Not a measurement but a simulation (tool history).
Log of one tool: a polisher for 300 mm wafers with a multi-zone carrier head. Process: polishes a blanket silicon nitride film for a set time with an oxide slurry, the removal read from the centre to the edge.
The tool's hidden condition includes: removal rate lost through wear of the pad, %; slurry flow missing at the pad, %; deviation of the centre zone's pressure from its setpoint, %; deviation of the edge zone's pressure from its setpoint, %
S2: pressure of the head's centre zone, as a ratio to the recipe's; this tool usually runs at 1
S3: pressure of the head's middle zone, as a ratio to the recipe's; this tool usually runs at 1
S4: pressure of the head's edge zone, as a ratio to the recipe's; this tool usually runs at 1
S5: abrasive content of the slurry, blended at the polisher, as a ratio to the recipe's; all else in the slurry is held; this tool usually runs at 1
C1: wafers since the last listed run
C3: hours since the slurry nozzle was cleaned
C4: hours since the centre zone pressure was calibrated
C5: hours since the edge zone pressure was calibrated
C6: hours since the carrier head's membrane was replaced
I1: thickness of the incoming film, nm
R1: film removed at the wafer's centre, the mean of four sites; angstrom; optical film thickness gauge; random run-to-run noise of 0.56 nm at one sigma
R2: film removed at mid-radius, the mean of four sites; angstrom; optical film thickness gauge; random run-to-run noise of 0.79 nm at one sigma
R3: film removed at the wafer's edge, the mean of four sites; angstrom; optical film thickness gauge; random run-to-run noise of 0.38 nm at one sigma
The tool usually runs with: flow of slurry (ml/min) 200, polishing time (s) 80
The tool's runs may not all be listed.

run 1 hour=0 | flow_of_slurry_(ml/min)=200 S2=1 S3=1 S4=0.91 S5=1 polishing_time_(s)=80 | C1=0 wafers_polished_on_this_pad=608 C3=319.8 C4=208.5 C5=81.2 C6=551.6 | I1=366.6 | R1=584 R2=586 R3=564
run 2 hour=12.2 | flow_of_slurry_(ml/min)=200 S2=1 S3=1 S4=1 S5=1 polishing_time_(s)=80 | C1=115 wafers_polished_on_this_pad=724 C3=332 C4=220.7 C5=93.4 C6=563.8 | I1=367.2 | R1=593 R2=599 R3=586
-- hour=59.7 centre zone pressure recalibrated
run 3 hour=116.5 | flow_of_slurry_(ml/min)=200 S2=1 S3=1.09 S4=1 S5=1 polishing_time_(s)=56 | C1=969 wafers_polished_on_this_pad=1693 C3=436.3 C4=56.8 C5=197.7 C6=668.1 | I1=372.4 | R1=401 R2=442 R3=412
-- hour=120.8 worn pad replaced by a new one
run 4 hour=143.3 | flow_of_slurry_(ml/min)=170 S2=1 S3=1.12 S4=0.94 S5=0.75 polishing_time_(s)=80 | C1=216 wafers_polished_on_this_pad=213 C3=463.1 C4=83.6 C5=224.5 C6=694.9 | I1=367.5 | R1=474 R2=537 R3=479
run 5 hour=162.6 | flow_of_slurry_(ml/min)=200 S2=1 S3=1 S4=1 S5=1 polishing_time_(s)=80 | C1=182 wafers_polished_on_this_pad=396 C3=482.4 C4=102.9 C5=243.8 C6=714.2 | I1=375.1 | R1=567 R2=572 R3=588
run 6 hour=188.6 | flow_of_slurry_(ml/min)=200 S2=1.04 S3=1 S4=1 S5=1 polishing_time_(s)=80 | C1=246 wafers_polished_on_this_pad=642 C3=508.4 C4=128.9 C5=269.8 C6=740.2 | I1=364 | R1=593 R2=583 R3=589
run 7 hour=218.8 | flow_of_slurry_(ml/min)=200 S2=1 S3=1 S4=1 S5=1 polishing_time_(s)=80 | C1=286 wafers_polished_on_this_pad=929 C3=538.6 C4=159.1 C5=300 C6=770.4 | I1=367.2 | R1=573 R2=593 R3=580
run 8 hour=239.3 | flow_of_slurry_(ml/min)=200 S2=1 S3=1 S4=1 S5=1 polishing_time_(s)=71 | C1=194 wafers_polished_on_this_pad=1123 C3=559.1 C4=179.6 C5=320.5 C6=790.9 | I1=367.3 | R1=500 R2=502 R3=516
-- hour=244.4 slurry nozzle cleaned
run 9 hour=266.8 | flow_of_slurry_(ml/min)=200 S2=0.91 S3=0.9 S4=1 S5=1 polishing_time_(s)=80 | C1=251 wafers_polished_on_this_pad=1374 C3=22.4 C4=207.1 C5=348 C6=818.4 | I1=370.2 | R1=504 R2=521 R3=565
run 10 hour=297.5 | flow_of_slurry_(ml/min)=220 S2=1.07 S3=1 S4=1 S5=1 polishing_time_(s)=80 | C1=290 wafers_polished_on_this_pad=1665 C3=53.1 C4=237.8 C5=378.7 C6=849.1 | I1=372 | R1=595 R2=567 R3=575
-- hour=323.3 carrier head's membrane replaced by a new one
run 11 hour=323.8 | flow_of_slurry_(ml/min)=200 S2=1 S3=1 S4=1 S5=1 polishing_time_(s)=80 | C1=201 wafers_polished_on_this_pad=1867 C3=79.4 C4=264.1 C5=405 C6=0.5 | I1=367.7 | R1=545 R2=559 R3=560
-- hour=331.9 centre zone pressure recalibrated
run 12 hour=335.4 | flow_of_slurry_(ml/min)=200 S2=0.96 S3=1 S4=1 S5=1.2 polishing_time_(s)=60 | C1=90 wafers_polished_on_this_pad=1958 C3=91 C4=3.5 C5=416.6 C6=12.1 | I1=365.5 | R1=422 R2=451 R3=452
-- hour=354.3 worn pad replaced by a new one
run 13 hour=360.4 | flow_of_slurry_(ml/min)=200 S2=1 S3=1 S4=1.09 S5=1 polishing_time_(s)=91 | C1=199 wafers_polished_on_this_pad=57 C3=116 C4=28.5 C5=441.6 C6=37.1 | I1=368.2 | R1=610 R2=632 R3=667
run 14 hour=373.1 | flow_of_slurry_(ml/min)=200 S2=0.96 S3=0.9 S4=1 S5=1 polishing_time_(s)=80 | C1=120 wafers_polished_on_this_pad=178 C3=128.7 C4=41.2 C5=454.3 C6=49.8 | I1=365.4 | R1=514 R2=520 R3=560
run 15 hour=450.8 | flow_of_slurry_(ml/min)=200 S2=1 S3=1 S4=1.07 S5=1 polishing_time_(s)=88 | C1=736 wafers_polished_on_this_pad=914 C3=206.4 C4=118.9 C5=532 C6=127.5 | I1=372.2 | R1=582 R2=595 R3=636
run 16 hour=467.1 | flow_of_slurry_(ml/min)=200 S2=1 S3=1 S4=1 S5=1.25 polishing_time_(s)=80 | C1=154 wafers_polished_on_this_pad=1069 C3=222.7 C4=135.2 C5=548.3 C6=143.8 | I1=367.5 | R1=579 R2=603 R3=608
-- hour=482.7 slurry nozzle cleaned, repeated, since the last time left the tool worse
-- hour=545.5 worn pad replaced by a new one
run 17 hour=557.3 | flow_of_slurry_(ml/min)=245 S2=1.11 S3=1 S4=1.05 S5=1 polishing_time_(s)=80 | C1=807 wafers_polished_on_this_pad=111 C3=74.6 C4=225.4 C5=638.5 C6=234 | I1=368.5 | R1=677 R2=631 R3=630
run 18 hour=575.4 | flow_of_slurry_(ml/min)=200 S2=1 S3=1 S4=1 S5=1 polishing_time_(s)=57 | C1=171 wafers_polished_on_this_pad=283 C3=92.7 C4=243.5 C5=656.6 C6=252.1 | I1=372.6 | R1=419 R2=440 R3=426
-- hour=591.4 centre zone pressure recalibrated
run 19 hour=594.3 | flow_of_slurry_(ml/min)=155 S2=1 S3=1 S4=1 S5=0.9 polishing_time_(s)=80 | C1=160 wafers_polished_on_this_pad=443 C3=111.6 C4=2.9 C5=675.5 C6=271 | I1=371.6 | R1=535 R2=548 R3=542
run 20 hour=629.1 | flow_of_slurry_(ml/min)=200 S2=0.93 S3=1 S4=1 S5=1 polishing_time_(s)=80 | C1=329 wafers_polished_on_this_pad=773 C3=146.4 C4=37.7 C5=710.3 C6=305.8 | I1=367.1 | R1=546 R2=598 R3=587
run 21 hour=663.5 | flow_of_slurry_(ml/min)=200 S2=1 S3=1 S4=0.89 S5=1 polishing_time_(s)=80 | C1=326 wafers_polished_on_this_pad=1099 C3=180.8 C4=72.1 C5=744.7 C6=340.2 | I1=369.4 | R1=591 R2=600 R3=561

How the hidden state differs across the entries between the runs, from the last listed run before each to the first after it:
Runs 2 to 3: centre zone pressure recalibrated (hour 59.7)
  slurry flow missing at the pad, %: 13.1 -> 16.8
  measured minus no-state result, R1: -16 -> -15 angstrom; R2: -14 -> -15 angstrom; R3: -11 -> -10 angstrom
Runs 3 to 4: worn pad replaced by a new one (hour 120.8)
  slurry flow missing at the pad, %: 16.8 -> 17.8
  measured minus no-state result, R1: -15 -> -23 angstrom; R2: -15 -> -22 angstrom; R3: -10 -> -14 angstrom
Runs 8 to 9: slurry nozzle cleaned (hour 244.4)
  slurry flow missing at the pad, %: 21.2 -> 33.6
  measured minus no-state result, R1: -25 -> -50 angstrom; R2: -23 -> -46 angstrom; R3: -17 -> -35 angstrom
Runs 10 to 11: carrier head's membrane replaced by a new one (hour 323.3)
  slurry flow missing at the pad, %: 34.7 -> 35.6
  measured minus no-state result, R1: -55 -> -59 angstrom; R2: -47 -> -54 angstrom; R3: -35 -> -39 angstrom
Runs 11 to 12: centre zone pressure recalibrated (hour 331.9)
  slurry flow missing at the pad, %: 35.6 -> 36
  measured minus no-state result, R1: -59 -> -47 angstrom; R2: -54 -> -45 angstrom; R3: -39 -> -32 angstrom
Runs 12 to 13: worn pad replaced by a new one (hour 354.3)
  slurry flow missing at the pad, %: 36 -> 36.9
  measured minus no-state result, R1: -47 -> -71 angstrom; R2: -45 -> -64 angstrom; R3: -32 -> -48 angstrom
Runs 16 to 17: slurry nozzle cleaned, repeated, since the last time left the tool worse (hour 482.7); worn pad replaced by a new one (hour 545.5)
  slurry flow missing at the pad, %: 40.8 -> 5.17
  measured minus no-state result, R1: -81 -> -5 angstrom; R2: -74 -> -5 angstrom; R3: -53 -> -4 angstrom
Runs 18 to 19: centre zone pressure recalibrated (hour 591.4)
  slurry flow missing at the pad, %: 5.82 -> 6.5
  measured minus no-state result, R1: -5 -> -9 angstrom; R2: -5 -> -8 angstrom; R3: -3 -> -5 angstrom

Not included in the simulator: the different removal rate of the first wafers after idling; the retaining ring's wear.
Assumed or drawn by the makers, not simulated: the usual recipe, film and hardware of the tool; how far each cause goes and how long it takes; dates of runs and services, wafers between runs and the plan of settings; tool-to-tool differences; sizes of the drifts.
